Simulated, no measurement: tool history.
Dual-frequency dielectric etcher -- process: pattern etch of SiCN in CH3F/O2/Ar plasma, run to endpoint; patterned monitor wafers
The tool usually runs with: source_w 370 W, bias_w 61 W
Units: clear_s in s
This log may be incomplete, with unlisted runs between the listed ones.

run   hour  source_w  bias_w  wafers since the last listed run  hours since the last wet clean  hours since the last source power generator calibration  hours since the last bias power generator calibration  hours since the last upper electrode change  incoming incoming film thickness, nm  clear_s
  1      0       370      61                                 0                           150.6                                                   2223.6                                                   2483                                       5692.2                                  8.85     25.1
  2   41.7       370      61                               724                           192.3                                                   2265.3                                                 2524.7                                       5733.9                                  8.73     24.6
  3  144.8       350      68                              1792                           295.4                                                   2368.4                                                 2627.8                                         5837                                  8.76     24.8
  4  199.3       350      68                               947                           349.9                                                   2422.9                                                 2682.3                                       5891.5                                  8.92     25.3
  5  260.6       350      68                              1065                           411.2                                                   2484.2                                                 2743.6                                       5952.8                                  8.77     24.6
  6  322.5       370      61                              1076                           473.1                                                   2546.1                                                 2805.5                                       6014.7                                  8.73     24.6
  7  360.4       370      61                               658                             511                                                     2584                                                 2843.4                                       6052.6                                  8.78     24.8
  8  461.8       370      61                              1762                           612.4                                                   2685.4                                                 2944.8                                         6154                                  8.83     24.1
     506.2  -- wet clean of the chamber
  9  546.9       370      61                              1062                            40.7                                                   2770.5                                                 3029.9                                       6239.1                                  8.77     25.1
     631.4  -- upper electrode replaced, of another model than before
 10  654.8       370      61                              1458                           148.6                                                   2878.4                                                 3137.8                                         23.4                                  8.79     24.9
 11  740.9       300      49                              1496                           234.7                                                   2964.5                                                 3223.9                                        109.5                                  8.92     35.2
 12  816.1       370      61                              1307                           309.9                                                   3039.7                                                 3299.1                                        184.7                                  8.76     24.5
 13    853       280      76                               641                           346.8                                                   3076.6                                                   3336                                        221.6                                  8.79     37.3
     880.8  -- bias power generator calibrated
 14  902.5       400      53                               791                           396.3                                                   3126.1                                                   21.7                                        271.1                                  8.78     23.1
 15  954.2       370      61                               898                             448                                                   3177.8                                                   73.4                                        322.8                                   8.8     24.9

What does the tool deliver on the next run?
 16  1040.8       420      55                              1505                           534.6                                                   3264.4                                                    160                                        409.4                                  8.89        ?

clear_s: 22.7 s
Take away the tool's hidden state, keep the run-to-run variation as it was, and the same run would have given clear_s 23.4 s.
